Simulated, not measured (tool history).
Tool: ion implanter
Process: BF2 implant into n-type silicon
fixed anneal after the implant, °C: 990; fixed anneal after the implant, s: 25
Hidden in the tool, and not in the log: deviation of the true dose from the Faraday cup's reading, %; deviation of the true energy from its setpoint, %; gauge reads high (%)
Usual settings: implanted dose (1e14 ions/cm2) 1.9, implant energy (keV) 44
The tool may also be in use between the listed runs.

run	day	implanted dose (1e14 ions/cm2)	implant energy (keV)	wafers since the last listed run	hours since the last dose calibration	hours since the extraction supply was calibrated	hours since the gauge calibration	read-back reference wafer on the same gauge, sheet resistance	sheet resistance of the implanted and annealed layer (ohm/square)
1	0	1.52	44	0	44.7	1551.3	332	389.99	571.55
2	1.962	1.52	44	621	91.8	1598.4	379.1	390.37	567.14
3	3.754	1.52	44	567	134.8	1641.4	422.1	390.22	571.3
4	6.75	1.9	44	948	206.7	1713.3	494	390.46	472.32
5	8.862	1.9	44	668	257.4	1764	544.7	390.33	474.13
6	11.55	1.9	44	850	321.9	1828.5	609.2	390.19	476.92
7	13.533	1.7	56	627	369.5	1876.1	656.8	390.75	504.16
8	15.821	1.7	56	724	424.4	1931	711.7	390.5	498.61
9	17.5	1.7	56	531	464.7	1971.3	752	390.92	501.7
10	18.912	1.9	44	447	498.6	2005.2	785.9	390.49	476.2
11	19.954	1.9	44	329	523.6	2030.2	810.9	389.96	475.69
12	21.742	1.9	44	565	566.5	2073.1	853.8	390.1	473.97
13	24.562	1.66	49.5	893	634.2	2140.8	921.5	389.96	518.12
14	25.671	1.66	49.5	350	660.8	2167.4	948.1	390.39	521.74
15	27.721	1.9	32.5	649	710	2216.6	997.3	389.62	489.82
16	30.162	1.9	44	773	768.6	2275.2	1055.9	390.42	475.66
# day 30.917: gauge calibrated
17	32	2.36	53	581	812.7	2319.3	26	390.02	388.84
18	34.438	2.05	31.5	771	871.2	2377.8	84.5	389.61	460.66
19	36.554	1.9	54.5	670	922	2428.6	135.3	390.07	460.48
20	39.275	2.22	38.5	861	987.3	2493.9	200.6	389.6	423.16
21	42.179	1.59	55	919	1057	2563.6	270.3	389.77	528.56
22	45.125	1.6	51	932	1127.7	2634.3	341	389.95	534.4
# day 46.188: Faraday cup replaced and dose calibrated
23	47.054	2.28	52	505	20.8	2680.6	387.3	390.3	409.97
24	49.704	1.45	54	839	84.4	2744.2	450.9	390.07	578.31
25	50.925	2.43	39.5	386	113.7	2773.5	480.2	389.81	403.39
# day 52.883: extraction supply calibrated
26	52.904	1.9	44	521	161.2	0.5	527.7	389.67	479.19
27	54.362	2.28	37.5	461	196.2	35.5	562.7	390.53	422.2
28	56.946	2.45	44	817	258.2	97.5	624.7	390.05	392.5
29	58.642	1.76	33.5	536	298.9	138.2	665.4	390.3	520.35
30	60.096	2.24	55.5	460	333.8	173.1	700.3	390.11	406.92
31	61.692	1.76	29.5	505	372.1	211.4	738.6	390.33	530.15
32	66.167	1.9	44	1416	479.5	318.8	846	389.81	475.54
33	68.875	1.9	44	857	544.5	383.8	911	390.44	475.89
34	73.496	1.9	37	1463	655.4	494.7	1021.9	389.12	482.76
35	75.896	2.15	57.5	759	713	552.3	1079.5	390.48	416.23
36	77.762	1.36	32	591	757.8	597.1	1124.3	389.43	641.22

The same runs without the tool's hidden state, with the same run-to-run variation:
run	sheet resistance of the implanted and annealed layer (ohm/square)
1	572.8
2	569.57
3	574.72
4	476.34
5	478.85
6	482.39
7	510.38
8	505.23
9	508.66
10	483.06
11	482.69
12	481.17
13	526.17
14	529.95
15	498.17
16	483.63
17	395.72
18	469.03
19	468.54
20	430.93
21	537.85
22	543.81
23	408.88
24	578.59
25	404.12
26	480.86
27	424.24
28	395.15
29	524.3
30	410.34
31	535.11
32	480.58
33	481.3
34	488.86
35	421.72
36	649.85
